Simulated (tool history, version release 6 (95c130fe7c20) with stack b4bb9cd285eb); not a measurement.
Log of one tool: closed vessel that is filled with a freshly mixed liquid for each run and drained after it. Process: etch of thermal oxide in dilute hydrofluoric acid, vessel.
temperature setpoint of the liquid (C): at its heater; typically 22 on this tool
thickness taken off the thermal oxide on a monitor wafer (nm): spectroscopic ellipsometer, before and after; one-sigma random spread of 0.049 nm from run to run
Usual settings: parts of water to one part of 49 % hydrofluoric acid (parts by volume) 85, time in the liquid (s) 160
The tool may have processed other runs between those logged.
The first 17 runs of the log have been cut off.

run,day,temperature setpoint of the liquid (C),parts of water to one part of 49 % hydrofluoric acid (parts by volume),time in the liquid (s),"read-back film thickness of the thermal oxide reference wafer, read on the same gauge (nm)",thickness taken off the thermal oxide on a monitor wafer (nm)
# day 32.004: hydrofluoric acid flow meter replaced
18,33.05,22,50,160,77.04,14.22
19,34.304,22,85,160,76.93,7.91
20,36.188,17.5,60,160,76.8,9.55
21,37.767,27,85,160,76.63,9.54
22,38.842,22,105,95,76.58,3.71
23,41.279,22,85,160,76.43,7.86
24,42.75,22,70,160,76.3,9.74
25,44.625,22,85,160,76.16,7.71
# day 45.008: gauge calibrated
26,47.029,22,85,160,79.34,8.03
27,49.788,19,85,135,79.16,6.09
# day 50.312: thermometer replaced
28,52.392,19.5,70,105,78.96,5.93
29,54.179,22,85,160,78.83,8.03
30,56.067,22,85,160,78.69,8.03
31,57.175,25,85,160,78.6,9.06
32,59.621,22,85,160,78.38,8.06
33,68.583,18.5,115,115,77.73,3.54

5 ways to go on from here, each from the tool as it stands after run 33. What would each give?
A,68.612,22,85,160,?,?
B,68.612,22,85,120,?,?
C,68.612,22,85,135,?,?
D,68.612,20,65,80,?,?
E,68.612,22,75,120,?,?

run,"read-back film thickness of the thermal oxide reference wafer, read on the same gauge (nm)",thickness taken off the thermal oxide on a monitor wafer (nm)
A,77.72,7.95
B,77.72,5.96
C,77.72,6.71
D,77.72,4.9
E,77.72,6.84
Without the tool's unlogged condition, the same runs would have read:
run,thickness taken off the thermal oxide on a monitor wafer (nm)
A,8.18
B,6.14
C,6.91
D,5.04
E,7.04
